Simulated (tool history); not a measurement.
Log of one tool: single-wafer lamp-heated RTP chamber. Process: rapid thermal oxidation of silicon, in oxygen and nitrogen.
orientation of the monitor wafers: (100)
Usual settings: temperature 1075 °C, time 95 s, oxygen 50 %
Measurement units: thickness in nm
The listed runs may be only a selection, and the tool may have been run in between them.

run,hour,temperature,time,oxygen,"read-back reference wafer on the same gauge, thickness",thickness
1,0.0,1075,95,63,7.662,9.935
2,23.2,1075,95,63,7.664,10.035
3,51.8,1075,95,50,7.673,9.278
4,79.8,1075,95,50,7.676,9.332
5,105.6,1075,84,50,7.682,8.882
6,119.2,1075,84,50,7.672,8.841
# hour 144.6: pyrometer window cleaned and pyrometer calibrated
7,148.9,1075,84,50,7.679,8.531
8,166.8,1075,95,50,7.670,9.023
9,189.5,1075,95,50,7.662,9.020
10,203.6,1075,81,50,7.664,8.362
11,234.0,1075,81,50,7.676,8.374
# hour 238.9: gauge calibrated
12,247.5,1075,81,50,7.667,8.374
13,278.0,1082,95,50,7.667,9.509
14,299.2,1075,62,50,7.671,7.481
15,329.3,1075,63,70,7.673,8.531
16,351.2,1075,95,50,7.665,9.074
17,376.7,1075,95,41,7.670,8.467
18,389.2,1101,78,71,7.671,11.189
19,494.4,1088,77,23,7.668,6.901
20,532.8,1098,48,70,7.661,8.869
21,548.8,1099,95,50,7.676,10.804
# hour 573.3: pyrometer window cleaned and pyrometer calibrated
22,573.8,1050,95,33,7.670,6.501
# hour 582.5: oxygen flow controller replaced
23,593.9,1094,131,62,7.664,12.595
24,625.2,1075,95,50,7.673,8.901
25,650.3,1102,130,29,7.671,10.050
26,685.0,1066,95,38,7.683,7.601
27,718.5,1097,95,23,7.673,7.768
28,746.8,1075,95,50,7.672,8.910
29,759.0,1075,95,50,7.672,8.937
30,794.9,1075,121,23,7.666,7.586
31,822.8,1075,95,50,7.677,9.064
32,845.0,1085,51,21,7.664,5.369
33,868.5,1075,95,50,7.658,9.027
34,880.9,1075,112,50,7.661,9.764
35,898.8,1075,95,50,7.669,9.047
36,933.1,1064,82,21,7.670,5.860
37,966.8,1075,95,50,7.677,9.147
38,979.0,1075,95,68,7.661,10.257
39,1000.2,1098,95,50,7.679,10.710

Alternative continuations, all from the tool just after run 39; predict every row:
A,1000.6,1075,95,50,?,?
B,1000.6,1075,95,25,?,?
C,1000.6,1075,137,27,?,?

run,"read-back reference wafer on the same gauge, thickness",thickness
A,7.676,9.173
B,7.676,7.163
C,7.676,8.682
With the hidden condition removed and each run's random variation left untouched, the same runs would have given:
run,thickness
A,8.863
B,6.923
C,8.389
